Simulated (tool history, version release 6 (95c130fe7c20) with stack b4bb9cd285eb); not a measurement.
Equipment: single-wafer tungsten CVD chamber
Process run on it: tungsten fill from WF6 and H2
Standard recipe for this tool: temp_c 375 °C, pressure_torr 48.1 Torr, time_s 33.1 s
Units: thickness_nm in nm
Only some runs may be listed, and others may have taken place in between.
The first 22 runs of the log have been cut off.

run	day	temp_c	pressure_torr	time_s	wafers since the last listed run	hours since the last thermocouple change	hours since the last manometer calibration	hours since the showerhead was replaced	hours since the gauge calibration	read-back reference wafer on the same gauge, thickness_nm	thickness_nm
23	14.804	375	48.1	33.1	287	79.5	200.7	213.7	190.0	84.226	74.820
24	15.238	375	48.1	33.1	282	89.9	211.1	224.1	200.4	84.140	74.611
25	15.917	370	48.1	33.1	442	106.2	227.4	240.4	216.7	84.364	67.925
26	16.392	371	55.7	27.3	309	117.6	238.8	251.8	228.1	84.244	60.510
27	16.733	379	48.1	33.1	222	125.8	247.0	260.0	236.3	84.281	80.197
28	16.996	375	48.1	33.1	171	132.1	253.3	266.3	242.6	84.380	74.660
29	18.350	375	44.1	30.1	882	164.6	285.8	298.8	275.1	84.283	66.506
30	19.400	368	55.1	27.7	684	189.8	311.0	324.0	300.3	84.196	58.473
31	19.688	384	39.7	37.2	187	196.7	317.9	330.9	307.2	84.352	91.176
32	20.288	360	52.5	29.3	391	211.1	332.3	345.3	321.6	84.222	51.415
33	20.546	365	56.3	26.8	168	217.3	338.5	351.5	327.8	84.305	52.956
34	20.929	369	42.3	28.9	249	226.5	347.7	360.7	337.0	84.147	55.566
35	21.446	367	52.1	28.6	336	238.9	360.1	373.1	349.4	84.139	57.350

Predict each of these 3 candidate next runs independently; none follows another, all start after run 35:
A	21.462	375	48.1	33.1	10	239.3	360.5	373.5	349.8	?	?
B	21.462	375	55.2	33.1	10	239.3	360.5	373.5	349.8	?	?
C	21.462	369	55.6	38.6	10	239.3	360.5	373.5	349.8	?	?

run	read-back reference wafer on the same gauge, thickness_nm	thickness_nm
A	84.279	74.360
B	84.279	78.516
C	84.279	82.272
Without the tool's unlogged condition, the same runs would have read:
run	thickness_nm
A	74.360
B	78.516
C	82.272
